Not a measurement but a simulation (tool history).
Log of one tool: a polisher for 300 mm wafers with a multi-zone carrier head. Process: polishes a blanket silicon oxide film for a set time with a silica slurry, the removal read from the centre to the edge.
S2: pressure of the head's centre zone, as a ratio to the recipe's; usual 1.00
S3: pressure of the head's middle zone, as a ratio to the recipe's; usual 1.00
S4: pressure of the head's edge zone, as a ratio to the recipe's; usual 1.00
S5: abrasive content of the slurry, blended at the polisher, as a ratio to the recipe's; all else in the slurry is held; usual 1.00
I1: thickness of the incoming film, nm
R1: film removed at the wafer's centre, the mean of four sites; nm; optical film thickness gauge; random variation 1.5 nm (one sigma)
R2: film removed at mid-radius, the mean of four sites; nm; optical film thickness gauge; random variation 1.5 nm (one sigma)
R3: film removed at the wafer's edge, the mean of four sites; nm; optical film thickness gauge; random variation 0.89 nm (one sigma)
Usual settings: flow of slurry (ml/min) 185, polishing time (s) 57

run 1 hour=0.0 | flow_of_slurry_(ml/min)=185 S2=0.93 S3=1.00 S4=1.00 S5=1.00 polishing_time_(s)=57 | I1=745.6 | R1=120.2 R2=129.9 R3=132.5
run 2 hour=100.1 | flow_of_slurry_(ml/min)=135 S2=1.00 S3=1.00 S4=1.06 S5=1.00 polishing_time_(s)=57 | I1=768.9 | R1=125.1 R2=127.9 R3=132.5
run 3 hour=156.5 | flow_of_slurry_(ml/min)=185 S2=0.92 S3=1.00 S4=1.00 S5=1.00 polishing_time_(s)=57 | I1=748.0 | R1=119.8 R2=130.4 R3=131.3
run 4 hour=228.0 | flow_of_slurry_(ml/min)=245 S2=1.07 S3=1.07 S4=1.00 S5=1.00 polishing_time_(s)=57 | I1=757.9 | R1=145.7 R2=139.1 R3=134.4
-- hour=244.9 worn pad replaced by a new one
run 5 hour=269.3 | flow_of_slurry_(ml/min)=185 S2=0.97 S3=1.00 S4=1.00 S5=1.00 polishing_time_(s)=57 | I1=764.1 | R1=126.2 R2=130.1 R3=131.0
run 6 hour=366.3 | flow_of_slurry_(ml/min)=185 S2=1.00 S3=1.00 S4=1.00 S5=1.00 polishing_time_(s)=57 | I1=764.2 | R1=129.5 R2=132.1 R3=130.6
run 7 hour=413.9 | flow_of_slurry_(ml/min)=185 S2=1.00 S3=0.95 S4=0.95 S5=0.85 polishing_time_(s)=57 | I1=760.6 | R1=121.6 R2=115.5 R3=118.3
run 8 hour=498.4 | flow_of_slurry_(ml/min)=185 S2=1.00 S3=1.00 S4=1.00 S5=1.00 polishing_time_(s)=57 | I1=772.7 | R1=127.3 R2=129.4 R3=132.4
-- hour=501.0 slurry nozzle cleaned
run 9 hour=557.3 | flow_of_slurry_(ml/min)=185 S2=1.00 S3=1.00 S4=1.00 S5=1.00 polishing_time_(s)=57 | I1=744.4 | R1=131.4 R2=129.8 R3=131.7
-- hour=568.8 edge zone pressure recalibrated
-- hour=628.2 centre zone pressure recalibrated
run 10 hour=649.0 | flow_of_slurry_(ml/min)=230 S2=1.00 S3=1.00 S4=1.00 S5=1.00 polishing_time_(s)=48 | I1=767.4 | R1=110.4 R2=111.7 R3=111.9
run 11 hour=699.5 | flow_of_slurry_(ml/min)=185 S2=1.00 S3=1.00 S4=1.00 S5=1.00 polishing_time_(s)=57 | I1=757.1 | R1=131.7 R2=129.7 R3=132.4
run 12 hour=738.7 | flow_of_slurry_(ml/min)=125 S2=0.88 S3=0.97 S4=1.00 S5=1.25 polishing_time_(s)=57 | I1=766.1 | R1=121.6 R2=133.3 R3=140.6
-- hour=810.0 carrier head's membrane replaced by a new one
run 13 hour=839.2 | flow_of_slurry_(ml/min)=185 S2=1.00 S3=1.00 S4=0.92 S5=1.00 polishing_time_(s)=57 | I1=762.5 | R1=130.3 R2=130.1 R3=127.6
-- hour=849.5 worn pad replaced by a new one
run 14 hour=932.4 | flow_of_slurry_(ml/min)=185 S2=1.00 S3=0.95 S4=1.03 S5=1.00 polishing_time_(s)=57 | I1=771.9 | R1=128.4 R2=123.1 R3=133.9
run 15 hour=1039.7 | flow_of_slurry_(ml/min)=125 S2=1.03 S3=1.00 S4=1.00 S5=1.00 polishing_time_(s)=57 | I1=764.8 | R1=129.3 R2=123.2 R3=127.6
run 16 hour=1108.5 | flow_of_slurry_(ml/min)=185 S2=0.97 S3=1.00 S4=1.00 S5=1.00 polishing_time_(s)=57 | I1=768.4 | R1=124.5 R2=130.7 R3=131.7
run 17 hour=1191.3 | flow_of_slurry_(ml/min)=245 S2=1.00 S3=1.00 S4=1.10 S5=0.70 polishing_time_(s)=69 | I1=761.3 | R1=135.4 R2=138.3 R3=142.3
run 18 hour=1275.3 | flow_of_slurry_(ml/min)=185 S2=1.00 S3=1.00 S4=1.00 S5=0.75 polishing_time_(s)=57 | I1=765.5 | R1=113.3 R2=113.0 R3=114.1
-- hour=1287.1 edge zone pressure recalibrated
-- hour=1307.6 slurry nozzle cleaned
run 19 hour=1318.0 | flow_of_slurry_(ml/min)=185 S2=1.00 S3=1.00 S4=1.00 S5=1.00 polishing_time_(s)=57 | I1=751.9 | R1=129.6 R2=131.2 R3=133.6
-- hour=1360.6 centre zone pressure recalibrated
run 20 hour=1612.2 | flow_of_slurry_(ml/min)=185 S2=1.00 S3=0.91 S4=1.00 S5=1.00 polishing_time_(s)=37 | I1=763.6 | R1=85.0 R2=78.3 R3=85.2
-- hour=1634.0 worn pad replaced by a new one
run 21 hour=1672.8 | flow_of_slurry_(ml/min)=225 S2=0.93 S3=0.97 S4=1.00 S5=1.30 polishing_time_(s)=57 | I1=757.1 | R1=138.6 R2=144.6 R3=149.6

Forecast each of these 4 alternatives for the next run:
run A hour=1673.2 | flow_of_slurry_(ml/min)=185 S2=1.00 S3=1.00 S4=1.00 S5=1.00 polishing_time_(s)=57 | I1=763.2 | R1=? R2=? R3=?
run B hour=1673.2 | flow_of_slurry_(ml/min)=130 S2=1.07 S3=1.00 S4=1.00 S5=0.85 polishing_time_(s)=57 | I1=763.2 | R1=? R2=? R3=?
run C hour=1673.2 | flow_of_slurry_(ml/min)=185 S2=1.03 S3=0.97 S4=1.00 S5=1.15 polishing_time_(s)=73 | I1=763.2 | R1=? R2=? R3=?
run D hour=1673.2 | flow_of_slurry_(ml/min)=230 S2=1.00 S3=0.92 S4=0.94 S5=1.00 polishing_time_(s)=44 | I1=763.2 | R1=? R2=? R3=?

run=A R1=130.8 R2=131.3 R3=130.1
run=B R1=124.8 R2=117.5 R3=117.6
run=C R1=183.2 R2=174.1 R3=176.9
run=D R1=103.3 R2=96.5 R3=99.1
Without the tool's hidden state the same runs would have given:
run=A R1=130.8 R2=131.3 R3=130.1
run=B R1=124.8 R2=117.5 R3=117.6
run=C R1=183.2 R2=174.1 R3=176.9
run=D R1=103.3 R2=96.5 R3=99.1
